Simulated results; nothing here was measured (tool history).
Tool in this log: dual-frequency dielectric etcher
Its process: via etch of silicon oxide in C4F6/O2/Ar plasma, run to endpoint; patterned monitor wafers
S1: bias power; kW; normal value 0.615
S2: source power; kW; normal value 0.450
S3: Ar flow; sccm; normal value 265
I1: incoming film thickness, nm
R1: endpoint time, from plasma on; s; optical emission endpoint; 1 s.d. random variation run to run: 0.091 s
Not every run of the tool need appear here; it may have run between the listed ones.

Run 1, day 0.000: usual settings; I1 66.6. Result: R1 12.9 s.
Run 2, day 0.521: usual settings; I1 66.2. Result: R1 12.7 s.
Run 3, day 1.946: usual settings but S1 0.580 kW; I1 67.0. Result: R1 13.3 s.
Run 4, day 3.083: usual settings but S3 300 sccm; I1 66.0. Result: R1 12.8 s.
Run 5, day 4.312: usual settings but S3 300 sccm; I1 66.6. Result: R1 12.9 s.
Run 6, day 4.958: usual settings; I1 66.5. Result: R1 12.5 s.
At day 6.004: source power generator calibrated.
Run 7, day 6.196: usual settings; I1 66.8. Result: R1 12.9 s.
Run 8, day 8.683: usual settings; I1 66.4. Result: R1 12.5 s.
Run 9, day 9.617: usual settings; I1 66.5. Result: R1 12.4 s.
At day 10.725: Ar flow controller replaced.
Run 10, day 11.021: usual settings but S1 0.564 kW, S3 309 sccm; I1 66.1. Result: R1 12.9 s.
At day 12.450: upper electrode replaced.
Run 11, day 12.471: usual settings but S1 0.486 kW, S2 0.370 kW, S3 289 sccm; I1 67.0. Result: R1 14.9 s.
Run 12, day 12.946: usual settings; I1 66.1. Result: R1 12.5 s.
At day 14.238: wet clean of the chamber.
At day 14.300: bias power generator calibrated.
Run 13, day 14.321: usual settings but S3 322 sccm; I1 66.0. Result: R1 13.1 s.
Run 14, day 15.450: usual settings but S1 0.530 kW, S2 0.550 kW, S3 206 sccm; I1 67.0. Result: R1 12.2 s.
Run 15, day 18.388: usual settings; I1 66.1. Result: R1 12.8 s.
Run 16, day 19.000: usual settings but S2 0.490 kW; I1 66.3. Result: R1 12.5 s.

For run 17, what comes out?
Run 17, day 19.596: usual settings but S3 211 sccm; I1 66.4. Result: R1 ?.

R1: 12.5 s
On a tool with no hidden condition, and with the same random variation, this run would have come out at R1 12.6 s.
